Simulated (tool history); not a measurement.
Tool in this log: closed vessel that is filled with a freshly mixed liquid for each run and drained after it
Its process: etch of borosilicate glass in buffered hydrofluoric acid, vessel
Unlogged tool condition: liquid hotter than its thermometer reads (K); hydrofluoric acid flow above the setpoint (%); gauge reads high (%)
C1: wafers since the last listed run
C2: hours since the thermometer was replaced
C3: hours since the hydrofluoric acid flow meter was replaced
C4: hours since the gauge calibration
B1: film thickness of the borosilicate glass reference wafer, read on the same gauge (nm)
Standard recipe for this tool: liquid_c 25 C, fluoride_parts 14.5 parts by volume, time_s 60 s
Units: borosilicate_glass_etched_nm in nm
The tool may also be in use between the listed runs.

run 1 hour=0.0 | liquid_c=25 fluoride_parts=18.5 time_s=60 | C1=0 C2=245.1 C3=1090.2 C4=898.7 | B1=50.02 | borosilicate_glass_etched_nm=47.19
run 2 hour=30.9 | liquid_c=25 fluoride_parts=14.5 time_s=60 | C1=2827 C2=276.0 C3=1121.1 C4=929.6 | B1=50.02 | borosilicate_glass_etched_nm=59.87
run 3 hour=56.0 | liquid_c=27 fluoride_parts=14.5 time_s=70 | C1=2297 C2=301.1 C3=1146.2 C4=954.7 | B1=49.99 | borosilicate_glass_etched_nm=79.01
run 4 hour=90.7 | liquid_c=25 fluoride_parts=14.5 time_s=60 | C1=3175 C2=335.8 C3=1180.9 C4=989.4 | B1=50.01 | borosilicate_glass_etched_nm=60.56
run 5 hour=112.9 | liquid_c=25 fluoride_parts=14.5 time_s=60 | C1=2031 C2=358.0 C3=1203.1 C4=1011.6 | B1=50.03 | borosilicate_glass_etched_nm=59.53
run 6 hour=138.0 | liquid_c=25 fluoride_parts=14.5 time_s=35 | C1=2297 C2=383.1 C3=1228.2 C4=1036.7 | B1=50.02 | borosilicate_glass_etched_nm=35.33
run 7 hour=157.6 | liquid_c=25 fluoride_parts=14.5 time_s=35 | C1=1793 C2=402.7 C3=1247.8 C4=1056.3 | B1=50.03 | borosilicate_glass_etched_nm=35.55
run 8 hour=180.6 | liquid_c=25 fluoride_parts=14.5 time_s=35 | C1=2104 C2=425.7 C3=1270.8 C4=1079.3 | B1=50.00 | borosilicate_glass_etched_nm=35.09
run 9 hour=193.5 | liquid_c=25 fluoride_parts=14.5 time_s=60 | C1=1180 C2=438.6 C3=1283.7 C4=1092.2 | B1=49.98 | borosilicate_glass_etched_nm=60.12
run 10 hour=228.3 | liquid_c=25 fluoride_parts=14.5 time_s=60 | C1=3184 C2=473.4 C3=1318.5 C4=1127.0 | B1=50.00 | borosilicate_glass_etched_nm=60.25
run 11 hour=250.9 | liquid_c=25 fluoride_parts=14.5 time_s=60 | C1=2068 C2=496.0 C3=1341.1 C4=1149.6 | B1=50.00 | borosilicate_glass_etched_nm=61.21
run 12 hour=272.2 | liquid_c=25 fluoride_parts=14.5 time_s=60 | C1=1949 C2=517.3 C3=1362.4 C4=1170.9 | B1=49.98 | borosilicate_glass_etched_nm=61.25
-- hour=305.4 thermometer replaced
run 13 hour=305.9 | liquid_c=28 fluoride_parts=14.5 time_s=60 | C1=2992 C2=0.5 C3=1396.1 C4=1204.6 | B1=50.01 | borosilicate_glass_etched_nm=73.23
run 14 hour=322.2 | liquid_c=25 fluoride_parts=14.5 time_s=75 | C1=1491 C2=16.8 C3=1412.4 C4=1220.9 | B1=50.00 | borosilicate_glass_etched_nm=78.41
run 15 hour=347.4 | liquid_c=22 fluoride_parts=12.5 time_s=60 | C1=2306 C2=42.0 C3=1437.6 C4=1246.1 | B1=50.03 | borosilicate_glass_etched_nm=61.06
-- hour=361.6 hydrofluoric acid flow meter replaced
run 16 hour=362.5 | liquid_c=23 fluoride_parts=20.0 time_s=80 | C1=1290 C2=57.1 C3=0.9 C4=1261.2 | B1=50.02 | borosilicate_glass_etched_nm=54.68

Estimate the outcome of run 17 from the log above:
-- hour=370.5 gauge calibrated
run 17 hour=393.4 | liquid_c=25 fluoride_parts=18.5 time_s=60 | C1=2827 C2=88.0 C3=31.8 C4=22.9 | B1=? | borosilicate_glass_etched_nm=?

Run 17 measured B1 50.00, borosilicate_glass_etched_nm 48.94 nm.
Had the tool carried no hidden state, the very same run would have given borosilicate_glass_etched_nm 46.43 nm.

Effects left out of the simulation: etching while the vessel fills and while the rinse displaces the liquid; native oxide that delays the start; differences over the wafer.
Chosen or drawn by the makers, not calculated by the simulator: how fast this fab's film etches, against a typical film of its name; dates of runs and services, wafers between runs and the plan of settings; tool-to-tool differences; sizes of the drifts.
